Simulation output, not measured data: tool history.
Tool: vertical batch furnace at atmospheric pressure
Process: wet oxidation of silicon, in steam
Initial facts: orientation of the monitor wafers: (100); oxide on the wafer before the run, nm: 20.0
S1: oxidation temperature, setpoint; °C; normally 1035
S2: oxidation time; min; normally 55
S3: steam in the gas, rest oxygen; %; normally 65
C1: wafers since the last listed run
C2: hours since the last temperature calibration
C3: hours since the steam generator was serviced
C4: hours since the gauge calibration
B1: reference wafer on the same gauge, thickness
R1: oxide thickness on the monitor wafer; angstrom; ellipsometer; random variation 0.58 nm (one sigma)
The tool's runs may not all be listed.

Run 1, day 0: usual settings; C1 0; C2 4190.2; C3 3923; C4 283.4; B1 323.95. Result: R1 3596.3 angstrom.
Run 2, day 0.529: usual settings but S2 68.5 min; C1 220; C2 4202.9; C3 3935.7; C4 296.1; B1 324.04. Result: R1 4118.8 angstrom.
Run 3, day 0.842: usual settings but S2 68.5 min; C1 130; C2 4210.4; C3 3943.2; C4 303.6; B1 324.05. Result: R1 4121.3 angstrom.
Run 4, day 1.121: usual settings; C1 116; C2 4217.1; C3 3949.9; C4 310.3; B1 323.97. Result: R1 3575.8 angstrom.
Run 5, day 1.854: usual settings; C1 305; C2 4234.7; C3 3967.5; C4 327.9; B1 323.97. Result: R1 3581.2 angstrom.
Run 6, day 2.233: usual settings; C1 158; C2 4243.8; C3 3976.6; C4 337; B1 323.99. Result: R1 3577.5 angstrom.
Run 7, day 2.596: usual settings but S2 64.5 min; C1 151; C2 4252.5; C3 3985.3; C4 345.7; B1 323.87. Result: R1 3959 angstrom.
Run 8, day 3.108: usual settings but S3 57 %; C1 213; C2 4264.8; C3 3997.6; C4 358; B1 323.97. Result: R1 3286 angstrom.
Run 9, day 3.383: usual settings but S3 57 %; C1 114; C2 4271.4; C3 4004.2; C4 364.6; B1 323.96. Result: R1 3277.8 angstrom.
Run 10, day 3.817: usual settings; C1 180; C2 4281.8; C3 4014.6; C4 375; B1 324.03. Result: R1 3578.4 angstrom.
Run 11, day 4.262: usual settings; C1 186; C2 4292.5; C3 4025.3; C4 385.7; B1 323.99. Result: R1 3572.5 angstrom.
Run 12, day 4.838: usual settings; C1 239; C2 4306.3; C3 4039.1; C4 399.5; B1 324.08. Result: R1 3572.2 angstrom.
Run 13, day 5.179: usual settings; C1 142; C2 4314.5; C3 4047.3; C4 407.7; B1 324.04. Result: R1 3582.1 angstrom.
Run 14, day 5.817: usual settings; C1 265; C2 4329.8; C3 4062.6; C4 423; B1 323.97. Result: R1 3562.2 angstrom.
Run 15, day 6.388: usual settings; C1 238; C2 4343.5; C3 4076.3; C4 436.7; B1 323.92. Result: R1 3580.2 angstrom.
At day 7.867: thermocouples replaced and temperature profile calibrated.
At day 8.729: steam generator serviced.
Run 16, day 8.75: usual settings; C1 208; C2 21.2; C3 0.5; C4 493.4; B1 323.94. Result: R1 3841.7 angstrom.
Run 17, day 8.925: usual settings; C1 73; C2 25.4; C3 4.7; C4 497.6; B1 323.94. Result: R1 3827.2 angstrom.
Run 18, day 9.1: usual settings but S3 59 %; C1 73; C2 29.6; C3 8.9; C4 501.8; B1 324.06. Result: R1 3602.7 angstrom.
Run 19, day 9.275: usual settings but S1 1043 °C, S2 42.5 min, S3 76 %; C1 73; C2 33.8; C3 13.1; C4 506; B1 323.93. Result: R1 3773.4 angstrom.
Run 20, day 9.45: usual settings but S1 1049 °C, S2 64 min; C1 73; C2 38; C3 17.3; C4 510.2; B1 323.96. Result: R1 4574 angstrom.
Run 21, day 9.925: usual settings; C1 198; C2 49.4; C3 28.7; C4 521.6; B1 324.05. Result: R1 3827.2 angstrom.
Run 22, day 10.308: usual settings; C1 159; C2 58.6; C3 37.9; C4 530.8; B1 323.9. Result: R1 3839 angstrom.
Run 23, day 10.596: usual settings; C1 119; C2 65.5; C3 44.8; C4 537.7; B1 323.98. Result: R1 3828.6 angstrom.
At day 10.833: gauge calibrated.
Run 24, day 11.021: usual settings but S1 1014 °C, S2 34.5 min; C1 177; C2 75.7; C3 55; C4 4.5; B1 324.03. Result: R1 2434.5 angstrom.
Run 25, day 11.371: usual settings but S1 1052 °C; C1 146; C2 84.1; C3 63.4; C4 12.9; B1 323.98. Result: R1 4232.8 angstrom.
Run 26, day 11.829: usual settings but S1 1011 °C; C1 191; C2 95.1; C3 74.4; C4 23.9; B1 324.01. Result: R1 3274.5 angstrom.
Run 27, day 12.142: usual settings but S1 1044 °C, S2 80 min; C1 130; C2 102.6; C3 81.9; C4 31.4; B1 324.02. Result: R1 5090.7 angstrom.
Run 28, day 12.567: usual settings but S1 1043 °C, S3 76 %; C1 177; C2 112.8; C3 92.1; C4 41.6; B1 323.98. Result: R1 4437.4 angstrom.
Run 29, day 13.125: usual settings but S2 42 min; C1 232; C2 126.2; C3 105.5; C4 55; B1 323.99. Result: R1 3224.2 angstrom.
Run 30, day 13.412: usual settings but S2 46 min, S3 55 %; C1 119; C2 133.1; C3 112.4; C4 61.9; B1 323.93. Result: R1 3072.8 angstrom.
Run 31, day 14.025: usual settings but S3 58 %; C1 255; C2 147.8; C3 127.1; C4 76.6; B1 324.05. Result: R1 3568.8 angstrom.
Run 32, day 16.029: usual settings; C1 836; C2 195.9; C3 175.2; C4 124.7; B1 324.05. Result: R1 3844.2 angstrom.
Run 33, day 16.6: usual settings but S1 1044 °C, S3 58 %; C1 238; C2 209.6; C3 188.9; C4 138.4; B1 324.01. Result: R1 3763.4 angstrom.
Run 34, day 16.858: usual settings but S2 31 min; C1 107; C2 215.8; C3 195.1; C4 144.6; B1 323.99. Result: R1 2636.1 angstrom.
Run 35, day 17.296: usual settings but S1 1051 °C, S2 77.5 min; C1 182; C2 226.3; C3 205.6; C4 155.1; B1 324. Result: R1 5183.1 angstrom.
Run 36, day 17.754: usual settings; C1 191; C2 237.3; C3 216.6; C4 166.1; B1 324.01. Result: R1 3830.2 angstrom.
Run 37, day 18.038: usual settings; C1 118; C2 244.1; C3 223.4; C4 172.9; B1 324.04. Result: R1 3830.8 angstrom.

Difference, measured minus no-hidden-state, one row per run. Run-to-run variation is common to both terms; the gauge's own scatter need not be:
Hidden state present: true tube temperature minus thermocouple reading, K; steam share off its setpoint, % of the setpoint; gauge reads high (%).
run      R1
  1  -245.1
  2  -277.5
  3  -278.8
  4    -247
  5  -249.5
  6  -250.4
  7  -274.7
  8  -234.9
  9    -235
 10  -255.2
 11  -256.1
 12  -257.8
 13  -259.6
 14  -260.1
 15  -263.2
 16    -0.7
 17    -0.7
 18    -0.7
 19    -0.7
 20    -0.8
 21    -0.7
 22    -0.7
 23    -0.7
 24    -0.5
 25    -0.7
 26    -0.7
 27      -1
 28    -0.9
 29    -0.7
 30    -0.7
 31    -0.8
 32    -1.1
 33    -1.1
 34    -0.8
 35    -1.6
 36    -1.3
 37    -1.4
